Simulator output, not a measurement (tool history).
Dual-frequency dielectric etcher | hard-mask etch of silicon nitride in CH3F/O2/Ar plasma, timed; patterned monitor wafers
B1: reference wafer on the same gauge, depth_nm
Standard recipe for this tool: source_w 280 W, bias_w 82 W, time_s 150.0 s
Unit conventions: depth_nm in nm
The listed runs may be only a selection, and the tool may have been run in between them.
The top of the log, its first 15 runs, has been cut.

At hour 797.4: wet clean of the chamber.
Run 16, hour 797.9: usual settings but source_w 340 W, bias_w 98 W; B1 85.1. Result: depth_nm 103.7 nm.
Run 17, hour 860.9: usual settings but source_w 310 W, bias_w 72 W, time_s 124.5 s; B1 84.8. Result: depth_nm 77.3 nm.
Run 18, hour 905.9: usual settings but source_w 210 W, bias_w 87 W; B1 84.4. Result: depth_nm 90.5 nm.
Run 19, hour 951.7: usual settings; B1 84.3. Result: depth_nm 94.1 nm.
At hour 983.5: source power generator calibrated.
Run 20, hour 1003.5: usual settings; B1 84.3. Result: depth_nm 93.7 nm.
Run 21, hour 1047.7: usual settings but bias_w 64 W, time_s 112.0 s; B1 84.1. Result: depth_nm 65.9 nm.
Run 22, hour 1079.9: usual settings; B1 83.8. Result: depth_nm 93.4 nm.
Run 23, hour 1117.3: usual settings but source_w 310 W; B1 83.9. Result: depth_nm 95.9 nm.
At hour 1172.1: wet clean of the chamber.
At hour 1261.1: bias power generator calibrated.
Run 24, hour 1283.5: usual settings but source_w 220 W, bias_w 63 W; B1 83.4. Result: depth_nm 82.8 nm.
Run 25, hour 1344.0: usual settings but time_s 166.5 s; B1 83.3. Result: depth_nm 103.0 nm.
Run 26, hour 1403.9: usual settings but source_w 250 W, bias_w 64 W; B1 83.2. Result: depth_nm 84.1 nm.
Run 27, hour 1465.5: usual settings; B1 83.2. Result: depth_nm 92.8 nm.
Run 28, hour 1498.2: usual settings; B1 83.0. Result: depth_nm 93.0 nm.
At hour 1527.1: wet clean of the chamber.
Run 29, hour 1550.1: usual settings but time_s 166.5 s; B1 83.1. Result: depth_nm 103.1 nm.
Run 30, hour 1575.2: usual settings but bias_w 97 W; B1 82.9. Result: depth_nm 96.7 nm.

Expected results for the next run?
Run 31, hour 1630.9: usual settings; B1 ?. Result: depth_nm ?.

Run 31 produced B1 83.1, depth_nm 91.8 nm.
On a tool with no hidden condition, and with the same random variation, this run would have come out at depth_nm 94.7 nm.
